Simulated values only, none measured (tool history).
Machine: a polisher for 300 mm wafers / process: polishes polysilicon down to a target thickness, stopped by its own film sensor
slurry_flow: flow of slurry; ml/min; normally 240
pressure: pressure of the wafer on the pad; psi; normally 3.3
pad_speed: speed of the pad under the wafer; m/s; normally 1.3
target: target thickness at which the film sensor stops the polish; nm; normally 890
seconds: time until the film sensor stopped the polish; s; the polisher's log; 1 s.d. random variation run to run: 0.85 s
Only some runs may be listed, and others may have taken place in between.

run    hour  slurry_flow  pressure  pad_speed  target  incoming thickness of the incoming film, nm  seconds
  1       0          240       3.3        1.3     890                                       1991.2     82.6
  2    71.4          240       3.3        1.3     890                                       1983.1     83.2
  3   134.4          240       3.3        1.3     890                                       1981.9     83.2
  4   176.9          240       3.3        1.3     890                                       1981.4     86.4
        184  -- worn pad replaced by a new one
      220.5  -- slurry nozzle cleaned
  5   267.1          240       3.3        1.3     890                                       2032.1     86.8
  6   330.1          240       3.3        1.3     890                                       1972.7     83.7
      340.2  -- head pressure recalibrated
  7   376.4          240       3.3        1.3     890                                       2004.6     86.5
      381.5  -- worn pad replaced by a new one
  8   439.1          240       3.3       0.86    1158                                       2016.1    102.3
      442.7  -- slurry nozzle cleaned
  9   533.5          240       2.3        1.3    1165                                       1977.6     88.8
      623.3  -- worn pad replaced by a new one, of another model than before
 10   626.5          260       2.2       1.02    1175                                       1983.6     93.5
      712.7  -- slurry nozzle cleaned
 11   723.5          180       3.3        1.3     890                                       2004.9     85.1
 12   823.3          240       3.3        1.3     890                                         2022     85.9
      832.3  -- worn pad replaced by a new one
 13   927.5          240       3.3        1.3     890                                       1975.6     85.2
        942  -- slurry nozzle cleaned
 14     997          240       2.8       1.52    1138                                       1998.8     65.6
     1060.8  -- worn pad replaced by a new one
 15  1074.7          240       2.8       1.52    1138                                       1987.4     65.4

Measured less the same run without the tool's hidden state. The same run-to-run variation is in both; the gauge's scatter may not be:
Unlogged tool condition in this case: removal rate lost through wear of the pad, %; slurry flow missing at the pad, %; deviation of the head's pressure from its setpoint, %.
run  seconds
  1       +0
  2     +0.5
  3     +1.7
  4     +3.1
  5     +0.3
  6     +0.8
  7     +1.7
  8     +4.7
  9     +1.6
 10     +2.1
 11       +0
 12     +0.5
 13       +2
 14     +0.2
 15     +0.7
